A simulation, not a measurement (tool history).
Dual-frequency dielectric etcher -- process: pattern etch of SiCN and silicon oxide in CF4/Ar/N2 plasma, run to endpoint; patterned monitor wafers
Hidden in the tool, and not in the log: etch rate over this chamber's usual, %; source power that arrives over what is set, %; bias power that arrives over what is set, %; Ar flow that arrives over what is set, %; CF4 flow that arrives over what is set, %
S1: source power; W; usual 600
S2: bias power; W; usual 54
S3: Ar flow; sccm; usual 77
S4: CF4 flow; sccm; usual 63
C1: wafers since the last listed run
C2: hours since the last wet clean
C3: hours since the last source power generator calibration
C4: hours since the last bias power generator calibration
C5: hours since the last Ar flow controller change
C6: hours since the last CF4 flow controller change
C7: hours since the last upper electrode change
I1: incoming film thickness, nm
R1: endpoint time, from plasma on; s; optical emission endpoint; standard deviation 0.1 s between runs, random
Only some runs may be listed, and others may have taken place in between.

| run | hour | S1 | S2 | S3 | S4 | C1 | C2 | C3 | C4 | C5 | C6 | C7 | I1 | R1 |
|---|---|---|---|---|---|---|---|---|---|---|---|---|---|---|
| 1 | 0.0 | 600 | 54 | 77 | 63 | 0 | 396.7 | 1459.7 | 1916.0 | 5659.1 | 4952.9 | 2446.5 | 16.64 | 15.9 |
| 2 | 64.8 | 600 | 54 | 77 | 63 | 1167 | 461.5 | 1524.5 | 1980.8 | 5723.9 | 5017.7 | 2511.3 | 16.59 | 15.8 |
| 3 | 112.6 | 600 | 54 | 77 | 63 | 861 | 509.3 | 1572.3 | 2028.6 | 5771.7 | 5065.5 | 2559.1 | 16.48 | 15.8 |
|  | 178.4 | wet clean of the chamber |
| 4 | 178.9 | 600 | 54 | 77 | 63 | 762 | 0.5 | 1638.6 | 2094.9 | 5838.0 | 5131.8 | 2625.4 | 16.58 | 16.0 |
| 5 | 212.4 | 600 | 54 | 77 | 63 | 603 | 34.0 | 1672.1 | 2128.4 | 5871.5 | 5165.3 | 2658.9 | 16.60 | 15.9 |
| 6 | 244.5 | 600 | 47 | 77 | 63 | 578 | 66.1 | 1704.2 | 2160.5 | 5903.6 | 5197.4 | 2691.0 | 16.64 | 16.5 |
| 7 | 271.5 | 600 | 47 | 77 | 63 | 486 | 93.1 | 1731.2 | 2187.5 | 5930.6 | 5224.4 | 2718.0 | 16.48 | 16.3 |
| 8 | 317.2 | 600 | 47 | 77 | 63 | 823 | 138.8 | 1776.9 | 2233.2 | 5976.3 | 5270.1 | 2763.7 | 16.59 | 16.4 |
|  | 356.2 | Ar flow controller replaced |
|  | 364.2 | CF4 flow controller replaced |
| 9 | 372.2 | 600 | 54 | 77 | 63 | 774 | 193.8 | 1831.9 | 2288.2 | 16.0 | 8.0 | 2818.7 | 16.54 | 16.1 |
| 10 | 406.1 | 600 | 54 | 77 | 63 | 610 | 227.7 | 1865.8 | 2322.1 | 49.9 | 41.9 | 2852.6 | 16.55 | 16.0 |
| 11 | 471.3 | 600 | 54 | 77 | 63 | 1174 | 292.9 | 1931.0 | 2387.3 | 115.1 | 107.1 | 2917.8 | 16.59 | 16.1 |
| 12 | 496.1 | 600 | 46 | 77 | 54 | 446 | 317.7 | 1955.8 | 2412.1 | 139.9 | 131.9 | 2942.6 | 16.54 | 17.3 |
| 13 | 547.6 | 600 | 54 | 67 | 63 | 927 | 369.2 | 2007.3 | 2463.6 | 191.4 | 183.4 | 2994.1 | 16.36 | 15.5 |
| 14 | 579.5 | 510 | 54 | 77 | 78 | 574 | 401.1 | 2039.2 | 2495.5 | 223.3 | 215.3 | 3026.0 | 16.56 | 17.6 |
| 15 | 607.4 | 600 | 54 | 87 | 63 | 502 | 429.0 | 2067.1 | 2523.4 | 251.2 | 243.2 | 3053.9 | 16.80 | 16.7 |
|  | 697.3 | source power generator calibrated |
|  | 739.2 | upper electrode replaced |
|  | 748.2 | bias power generator calibrated |
| 16 | 764.2 | 540 | 54 | 77 | 63 | 2248 | 585.8 | 66.9 | 16.0 | 408.0 | 400.0 | 25.0 | 16.57 | 16.7 |
|  | 807.9 | wet clean of the chamber |
| 17 | 808.4 | 600 | 68 | 61 | 63 | 363 | 0.5 | 111.1 | 60.2 | 452.2 | 444.2 | 69.2 | 16.50 | 14.0 |
| 18 | 871.3 | 460 | 54 | 82 | 63 | 1133 | 63.4 | 174.0 | 123.1 | 515.1 | 507.1 | 132.1 | 16.53 | 19.2 |
| 19 | 907.5 | 600 | 61 | 77 | 63 | 652 | 99.6 | 210.2 | 159.3 | 551.3 | 543.3 | 168.3 | 16.55 | 14.9 |
| 20 | 943.2 | 600 | 54 | 77 | 63 | 643 | 135.3 | 245.9 | 195.0 | 587.0 | 579.0 | 204.0 | 16.61 | 15.5 |
| 21 | 1105.7 | 600 | 54 | 77 | 63 | 2927 | 297.8 | 408.4 | 357.5 | 749.5 | 741.5 | 366.5 | 16.73 | 15.8 |
| 22 | 1154.1 | 600 | 42 | 77 | 51 | 871 | 346.2 | 456.8 | 405.9 | 797.9 | 789.9 | 414.9 | 16.48 | 17.3 |
| 23 | 1185.6 | 600 | 68 | 88 | 63 | 567 | 377.7 | 488.3 | 437.4 | 829.4 | 821.4 | 446.4 | 16.59 | 14.9 |

Run-by-run hidden state of the tool:
etch rate over this chamber's usual, %: 0, the same for each run
bias power that arrives over what is set, %: 0, the same for each run
Ar flow that arrives over what is set, %: 0, the same for each run
CF4 flow that arrives over what is set, %: 0, the same for each run
H1: source power that arrives over what is set, %
| run | H1 |
|---|---|
| 1 | -3.56 |
| 2 | -3.71 |
| 3 | -3.82 |
| 4 | -3.97 |
| 5 | -4.05 |
| 6 | -4.13 |
| 7 | -4.19 |
| 8 | -4.29 |
| 9 | -4.42 |
| 10 | -4.5 |
| 11 | -4.65 |
| 12 | -4.71 |
| 13 | -4.83 |
| 14 | -4.91 |
| 15 | -4.97 |
| 16 | 0.0512 |
| 17 | -0.0517 |
| 18 | -0.198 |
| 19 | -0.282 |
| 20 | -0.366 |
| 21 | -0.744 |
| 22 | -0.857 |
| 23 | -0.93 |
